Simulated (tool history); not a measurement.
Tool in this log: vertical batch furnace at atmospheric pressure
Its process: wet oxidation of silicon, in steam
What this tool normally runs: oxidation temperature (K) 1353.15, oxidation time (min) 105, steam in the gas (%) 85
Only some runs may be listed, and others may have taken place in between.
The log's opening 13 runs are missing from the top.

run	hour	oxidation temperature (K)	oxidation time (min)	steam in the gas (%)	read-back reference wafer on the same gauge, thickness	oxide thickness on the monitor wafer (nm)
14	1335.6	1353.15	105	85	884.15	914.08
15	1439.1	1353.15	105	85	883.62	913.13
16	1512.5	1330.15	105	85	884.74	832.24
17	1551.6	1353.15	105	85	884.17	910.36
18	1588.7	1353.15	105	85	883.5	913.34
# hour 1681.3: thermocouples replaced and temperature profile calibrated
19	1694.7	1374.15	90.5	94	884	942.08
20	1801.2	1367.15	105	76	884	889.19
# hour 1817.9: gauge calibrated
21	1878.8	1353.15	105	85	883.8	899.58
22	1981.5	1353.15	89.5	78	884.24	785.18
23	2038.1	1341.15	105	79	884.15	825.13
24	2110.5	1361.15	150.5	81	883.65	1097.53
25	2202.6	1370.15	105	85	883.33	957.9
26	2258.6	1353.15	147	80	883.27	1053.64
27	2337	1353.15	105	96	883.18	971.99
28	2444.5	1345.15	64	89	884.13	683.39
29	2650.6	1342.15	105	85	884.07	868.13
30	2696.7	1334.15	105	79	883.84	807.81

Consider 3 possible next runs. They are alternatives, not a sequence: every one starts from the tool as it was left by run 30. What does each give?
A	2701.8	1353.15	53.5	85	?	?
B	2701.8	1353.15	105	89	?	?
C	2701.8	1353.15	55.5	85	?	?

run	read-back reference wafer on the same gauge, thickness	oxide thickness on the monitor wafer (nm)
A	884	624.08
B	884	931.53
C	884	637.12
The same runs, with their run-to-run variation unchanged, on a tool lacking any hidden condition would have given:
run	oxide thickness on the monitor wafer (nm)
A	615.42
B	920.44
C	628.36

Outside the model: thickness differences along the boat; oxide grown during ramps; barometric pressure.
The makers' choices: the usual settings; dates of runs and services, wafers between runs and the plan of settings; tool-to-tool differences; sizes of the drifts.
